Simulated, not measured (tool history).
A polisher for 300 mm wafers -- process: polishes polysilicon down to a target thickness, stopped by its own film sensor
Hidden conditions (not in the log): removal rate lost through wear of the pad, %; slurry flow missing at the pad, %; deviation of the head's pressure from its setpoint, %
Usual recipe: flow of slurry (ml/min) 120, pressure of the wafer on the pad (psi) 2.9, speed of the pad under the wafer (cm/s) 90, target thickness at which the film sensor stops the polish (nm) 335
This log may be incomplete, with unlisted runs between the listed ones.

| run | hour | flow of slurry (ml/min) | pressure of the wafer on the pad (psi) | speed of the pad under the wafer (cm/s) | target thickness at which the film sensor stops the polish (nm) | wafers since the last listed run | wafers polished on this pad | hours since the slurry nozzle was cleaned | hours since the head pressure was calibrated | incoming thickness of the incoming film, nm | time until the film sensor stopped the polish (s) |
|---|---|---|---|---|---|---|---|---|---|---|---|
| 1 | 0 | 120 | 2.9 | 90 | 335 | 0 | 4268 | 487.5 | 767.5 | 707.4 | 43 |
|  | 81.8 | head pressure recalibrated |
| 2 | 84.1 | 120 | 2.9 | 90 | 335 | 1011 | 5279 | 571.6 | 2.3 | 723.8 | 47.3 |
| 3 | 170.8 | 120 | 2.9 | 106 | 404 | 1067 | 6347 | 658.3 | 89 | 708.2 | 31.8 |
| 4 | 218.7 | 120 | 2.9 | 90 | 335 | 589 | 6936 | 706.2 | 136.9 | 703.5 | 45.5 |
| 5 | 283.1 | 120 | 3.2 | 90 | 335 | 793 | 7730 | 770.6 | 201.3 | 715.8 | 41.6 |
|  | 299 | slurry nozzle cleaned |
| 6 | 381.1 | 120 | 3.2 | 90 | 335 | 1194 | 8924 | 82.1 | 299.3 | 713.5 | 41.6 |
|  | 397.5 | worn pad replaced by a new one |
| 7 | 476 | 120 | 2.9 | 90 | 335 | 1119 | 966 | 177 | 394.2 | 717.7 | 44.8 |
| 8 | 553 | 120 | 2.9 | 90 | 335 | 948 | 1914 | 254 | 471.2 | 707.4 | 43.9 |
| 9 | 655.6 | 120 | 2.9 | 90 | 335 | 1263 | 3178 | 356.6 | 573.8 | 723.5 | 45 |
| 10 | 709.9 | 120 | 2.9 | 90 | 364 | 668 | 3847 | 410.9 | 628.1 | 701.9 | 38.6 |
| 11 | 788.5 | 120 | 2.9 | 90 | 364 | 968 | 4815 | 489.5 | 706.7 | 723.5 | 41.2 |
| 12 | 878.6 | 120 | 2.9 | 90 | 335 | 1109 | 5924 | 579.6 | 796.8 | 720.4 | 43.7 |
|  | 962.2 | head pressure recalibrated |
| 13 | 976.5 | 120 | 2.9 | 90 | 335 | 1181 | 7105 | 677.5 | 14.3 | 712.1 | 45.3 |
|  | 1071.1 | slurry nozzle cleaned |
| 14 | 1077.7 | 120 | 2.9 | 90 | 335 | 1234 | 8339 | 6.6 | 115.5 | 709.9 | 44.9 |
| 15 | 1164.6 | 120 | 2.9 | 90 | 335 | 1070 | 9410 | 93.5 | 202.4 | 694.7 | 42.5 |
|  | 1213.2 | worn pad replaced by a new one, of another model than before |
| 16 | 1266.1 | 120 | 2.9 | 114 | 335 | 1200 | 652 | 195 | 303.9 | 704.7 | 38.6 |
| 17 | 1346.9 | 130 | 3.6 | 90 | 335 | 995 | 1647 | 275.8 | 384.7 | 696.9 | 38.5 |
| 18 | 1449.4 | 100 | 2.1 | 118 | 335 | 1262 | 2909 | 378.3 | 487.2 | 718.8 | 45.7 |
| 19 | 1542 | 120 | 2.9 | 90 | 335 | 1140 | 4049 | 470.9 | 579.8 | 704 | 43.9 |
| 20 | 1603.2 | 110 | 2.6 | 72 | 406 | 753 | 4803 | 532.1 | 641 | 716.3 | 44.6 |
| 21 | 1671.7 | 120 | 2.9 | 90 | 335 | 843 | 5647 | 600.6 | 709.5 | 716.8 | 45.1 |
|  | 1727.1 | head pressure recalibrated |
| 22 | 1748.4 | 80 | 2.6 | 102 | 266 | 919 | 6567 | 677.3 | 21.3 | 704.3 | 56.3 |
| 23 | 1853.7 | 120 | 2.9 | 62 | 335 | 1296 | 7864 | 782.6 | 126.6 | 707 | 55.8 |
|  | 1905.2 | slurry nozzle cleaned |
| 24 | 1919 | 135 | 3.9 | 102 | 253 | 791 | 8656 | 13.8 | 191.9 | 711.4 | 43.1 |
|  | 1924.1 | worn pad replaced by a new one |
| 25 | 2015.9 | 100 | 3.9 | 82 | 374 | 1144 | 1130 | 110.7 | 288.8 | 709.8 | 38.1 |
| 26 | 2076.6 | 85 | 2.9 | 110 | 243 | 747 | 1877 | 171.4 | 349.5 | 708.8 | 50.5 |
| 27 | 2148 | 120 | 2.9 | 90 | 335 | 879 | 2757 | 242.8 | 420.9 | 719.1 | 46 |
| 28 | 2251.4 | 120 | 2.9 | 90 | 335 | 1273 | 4030 | 346.2 | 524.3 | 703.6 | 43.4 |
| 29 | 2300.4 | 120 | 2.9 | 100 | 391 | 603 | 4634 | 395.2 | 573.3 | 710.5 | 34.5 |
| 30 | 2342.1 | 120 | 2.9 | 90 | 335 | 513 | 5147 | 436.9 | 615 | 718 | 45.5 |
| 31 | 2436.2 | 120 | 2.9 | 68 | 256 | 1158 | 6306 | 531 | 709.1 | 708.7 | 62.4 |
| 32 | 2507.3 | 120 | 2.9 | 90 | 335 | 875 | 7182 | 602.1 | 780.2 | 720.1 | 45.5 |
| 33 | 2549.2 | 145 | 2.3 | 76 | 300 | 516 | 7698 | 644 | 822.1 | 705.2 | 56 |
| 34 | 2600.1 | 120 | 2.9 | 64 | 335 | 626 | 8325 | 694.9 | 873 | 697.5 | 50.6 |
|  | 2623.7 | worn pad replaced by a new one |
|  | 2645.8 | head pressure recalibrated |
| 35 | 2701.7 | 120 | 2.9 | 110 | 335 | 1177 | 935 | 796.5 | 55.9 | 721.9 | 42.2 |
|  | 2713.1 | slurry nozzle cleaned |
| 36 | 2793.4 | 120 | 2.9 | 90 | 445 | 1117 | 2052 | 80.3 | 147.6 | 715.5 | 33.3 |
| 37 | 2836.7 | 150 | 2.9 | 90 | 278 | 533 | 2585 | 123.6 | 190.9 | 701.3 | 50 |

How would selected steps in time until the film sensor stopped the polish (s) from run to run divide? Give the signed amount a tool lacking its hidden state would still show from settings, what came in and random variation, and the signed amount left for the hidden state, including any gauge scatter that is not in both of the compared results.
Run 1 -> 2: head pressure recalibrated. time until the film sensor stopped the polish (s) +4.3: hidden state +3.2, all else +1.1.
Run 12 -> 13: head pressure recalibrated. time until the film sensor stopped the polish (s) +1.6: hidden state +3.4, all else -1.8.
Run 30 -> 31: speed of the pad under the wafer (cm/s) 90 -> 68, target thickness at which the film sensor stops the polish (nm) 335 -> 256. time until the film sensor stopped the polish (s) +16.9: hidden state -1.1, all else +18.
Run 31 -> 32: speed of the pad under the wafer (cm/s) 68 -> 90, target thickness at which the film sensor stops the polish (nm) 256 -> 335. time until the film sensor stopped the polish (s) -16.9: hidden state +0.6, all else -17.5.
Run 34 -> 35: speed of the pad under the wafer (cm/s) 64 -> 110, worn pad replaced by a new one, head pressure recalibrated. time until the film sensor stopped the polish (s) -8.4: hidden state +3.3, all else -11.7.
Run 36 -> 37: flow of slurry (ml/min) 120 -> 150, target thickness at which the film sensor stops the polish (nm) 445 -> 278. time until the film sensor stopped the polish (s) +16.7: hidden state -0.3, all else +17.

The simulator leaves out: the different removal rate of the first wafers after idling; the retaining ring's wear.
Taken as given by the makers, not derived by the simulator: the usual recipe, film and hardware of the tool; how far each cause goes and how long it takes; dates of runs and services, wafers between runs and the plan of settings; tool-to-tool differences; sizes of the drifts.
